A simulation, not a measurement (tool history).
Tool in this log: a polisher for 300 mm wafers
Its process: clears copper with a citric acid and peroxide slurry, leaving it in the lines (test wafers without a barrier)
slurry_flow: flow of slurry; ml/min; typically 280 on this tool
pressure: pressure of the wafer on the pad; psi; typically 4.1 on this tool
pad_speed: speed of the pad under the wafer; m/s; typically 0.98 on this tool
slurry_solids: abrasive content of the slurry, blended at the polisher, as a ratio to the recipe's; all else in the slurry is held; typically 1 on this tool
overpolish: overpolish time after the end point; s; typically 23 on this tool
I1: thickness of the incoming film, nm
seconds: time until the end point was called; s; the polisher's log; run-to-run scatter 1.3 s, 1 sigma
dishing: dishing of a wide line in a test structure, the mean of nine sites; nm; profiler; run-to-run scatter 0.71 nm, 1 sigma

run 1 hour=0 | slurry_flow=280 pressure=4.1 pad_speed=0.8 slurry_solids=1 overpolish=23 | I1=359 | seconds=171.1 dishing=29.3
-- hour=15.3 worn pad replaced by a new one
run 2 hour=35 | slurry_flow=280 pressure=4.1 pad_speed=0.8 slurry_solids=1 overpolish=23 | I1=362.1 | seconds=169.2 dishing=29.4
run 3 hour=67.7 | slurry_flow=280 pressure=4.1 pad_speed=0.8 slurry_solids=1 overpolish=23 | I1=359.2 | seconds=173.7 dishing=27.5
run 4 hour=87.6 | slurry_flow=280 pressure=4.1 pad_speed=0.88 slurry_solids=1 overpolish=23 | I1=354.1 | seconds=165.5 dishing=29
-- hour=94 worn pad replaced by a new one
run 5 hour=121.6 | slurry_flow=280 pressure=4.1 pad_speed=0.88 slurry_solids=1 overpolish=23 | I1=350.8 | seconds=150.6 dishing=30.4
-- hour=141.6 head pressure recalibrated
run 6 hour=143.4 | slurry_flow=280 pressure=4.1 pad_speed=0.98 slurry_solids=1 overpolish=23 | I1=356 | seconds=148.5 dishing=32
run 7 hour=163.8 | slurry_flow=280 pressure=4.1 pad_speed=0.98 slurry_solids=0.9 overpolish=23 | I1=356.2 | seconds=150.3 dishing=31.8
-- hour=169.9 slurry blender recalibrated
-- hour=181.2 worn pad replaced by a new one
run 8 hour=194.6 | slurry_flow=280 pressure=4.1 pad_speed=0.98 slurry_solids=0.9 overpolish=23 | I1=357.1 | seconds=141.2 dishing=32.7
run 9 hour=227 | slurry_flow=280 pressure=3 pad_speed=0.98 slurry_solids=1.15 overpolish=12 | I1=358.3 | seconds=193.1 dishing=15.3
run 10 hour=241.5 | slurry_flow=280 pressure=4.1 pad_speed=0.72 slurry_solids=1 overpolish=36 | I1=356.4 | seconds=181.1 dishing=39.2
-- hour=255.4 worn pad replaced by a new one
run 11 hour=255.9 | slurry_flow=280 pressure=4.1 pad_speed=0.98 slurry_solids=1 overpolish=23 | I1=360.3 | seconds=131.2 dishing=35.4
run 12 hour=273 | slurry_flow=370 pressure=5.2 pad_speed=0.98 slurry_solids=1 overpolish=23 | I1=352.5 | seconds=109.2 dishing=38.2
run 13 hour=290 | slurry_flow=205 pressure=4.1 pad_speed=0.74 slurry_solids=1.15 overpolish=23 | I1=355.7 | seconds=175.9 dishing=28.1
-- hour=297.8 slurry nozzle cleaned
-- hour=326.6 worn pad replaced by a new one
run 14 hour=327.1 | slurry_flow=280 pressure=4.1 pad_speed=0.98 slurry_solids=1 overpolish=12 | I1=353.7 | seconds=132 dishing=21.3
run 15 hour=358.2 | slurry_flow=280 pressure=4.7 pad_speed=0.98 slurry_solids=0.8 overpolish=29 | I1=360 | seconds=134.5 dishing=40
run 16 hour=379.6 | slurry_flow=280 pressure=4.1 pad_speed=0.98 slurry_solids=1 overpolish=23 | I1=358.2 | seconds=148.2 dishing=31.2

For some of the steps in seconds from one run to the next: how much would appear even if the tool had no hidden state, given the settings, what came in and random variation, and how much remains for the hidden state plus any gauge scatter that the measured result and the result without hidden state don't share?
Unlogged tool condition in this case: removal rate lost through wear of the pad, %; slurry flow missing at the pad, %; deviation of the head's pressure from its setpoint, %; abrasive missing from the slurry, %.
Run 10 -> 11: pad_speed 0.72 -> 0.98, overpolish 36 -> 23, worn pad replaced by a new one. seconds -49.9 s: hidden state -20.5, all else -29.4.
Run 12 -> 13: slurry_flow 370 -> 205, pressure 5.2 -> 4.1, pad_speed 0.98 -> 0.74, slurry_solids 1 -> 1.15. seconds +66.7 s: hidden state +9.6, all else +57.1.
